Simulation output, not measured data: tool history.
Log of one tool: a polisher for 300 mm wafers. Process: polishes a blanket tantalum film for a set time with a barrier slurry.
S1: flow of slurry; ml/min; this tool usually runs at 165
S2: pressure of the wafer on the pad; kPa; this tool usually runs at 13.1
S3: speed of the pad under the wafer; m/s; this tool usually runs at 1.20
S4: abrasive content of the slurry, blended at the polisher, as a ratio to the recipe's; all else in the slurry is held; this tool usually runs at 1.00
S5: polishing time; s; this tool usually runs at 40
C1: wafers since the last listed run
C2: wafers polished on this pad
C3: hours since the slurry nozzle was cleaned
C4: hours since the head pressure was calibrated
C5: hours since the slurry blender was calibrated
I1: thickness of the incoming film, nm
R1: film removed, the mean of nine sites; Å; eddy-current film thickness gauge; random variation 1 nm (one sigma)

run,day,S1,S2,S3,S4,S5,C1,C2,C3,C4,C5,I1,R1
1,0.000,165,13.1,1.20,0.90,40,0,452,204.7,336.2,175.1,207.4,768
2,1.442,165,15.9,1.20,1.00,40,242,695,239.3,370.8,209.7,208.8,955
3,2.496,165,15.9,1.20,1.00,40,177,873,264.6,396.1,235.0,209.9,931
# day 2.562: slurry nozzle cleaned
4,3.712,115,13.1,1.20,1.00,44,197,1070,27.6,425.3,264.2,210.8,875
# day 5.004: worn pad replaced by a new one
# day 5.996: slurry blender recalibrated
5,6.221,115,13.1,1.20,1.00,44,380,190,87.8,485.5,5.4,211.7,872
6,7.250,115,13.1,1.20,1.00,44,173,364,112.5,510.2,30.1,208.5,887
7,9.988,165,13.1,1.20,1.00,40,460,825,178.2,575.9,95.8,210.3,831
8,11.483,165,13.1,1.20,1.00,40,251,1077,214.1,611.8,131.7,212.4,808
# day 13.429: worn pad replaced by a new one
9,14.058,165,13.1,1.20,1.00,40,405,106,275.9,673.6,193.5,211.3,757
# day 14.925: slurry nozzle cleaned
10,15.167,165,15.9,1.20,0.75,40,179,285,5.8,700.2,220.1,209.3,963
11,17.117,165,13.1,1.20,1.00,40,328,614,52.6,747.0,266.9,211.9,857
12,18.575,210,10.3,0.78,1.00,45,245,859,87.6,782.0,301.9,207.2,507
# day 18.842: slurry blender recalibrated
13,19.750,165,13.1,1.20,1.25,40,183,1043,115.8,810.2,21.8,208.7,885
# day 20.817: worn pad replaced by a new one
14,22.683,115,13.1,1.56,0.90,40,465,314,186.2,880.6,92.2,206.7,934
# day 22.875: head pressure recalibrated
# day 26.217: slurry nozzle cleaned
# day 28.804: worn pad replaced by a new one
15,29.346,125,17.2,0.90,1.00,53,1072,91,75.1,155.3,252.1,209.3,1045
16,31.400,165,13.1,1.38,1.00,34,345,437,124.4,204.6,301.4,213.1,822
# day 32.754: slurry blender recalibrated
17,34.329,165,15.9,1.20,1.00,40,479,916,194.7,274.9,37.8,210.6,986

Consider 5 possible next runs. They are alternatives, not a sequence: every one starts from the tool as it was left by run 17. What does each give?
A,34.346,165,13.1,1.20,1.00,31,2,919,195.1,275.3,38.2,210.4,?
B,34.346,165,13.1,1.44,1.00,40,2,919,195.1,275.3,38.2,210.4,?
C,34.346,180,14.5,1.42,1.00,47,2,919,195.1,275.3,38.2,210.4,?
D,34.346,120,11.0,1.34,1.20,40,2,919,195.1,275.3,38.2,210.4,?
E,34.346,165,13.1,1.20,1.00,49,2,919,195.1,275.3,38.2,210.4,?

run,R1
A,653
B,1011
C,1319
D,761
E,1033
What these runs would have given with no unlogged condition in the tool:
run,R1
A,687
B,1064
C,1382
D,817
E,1086

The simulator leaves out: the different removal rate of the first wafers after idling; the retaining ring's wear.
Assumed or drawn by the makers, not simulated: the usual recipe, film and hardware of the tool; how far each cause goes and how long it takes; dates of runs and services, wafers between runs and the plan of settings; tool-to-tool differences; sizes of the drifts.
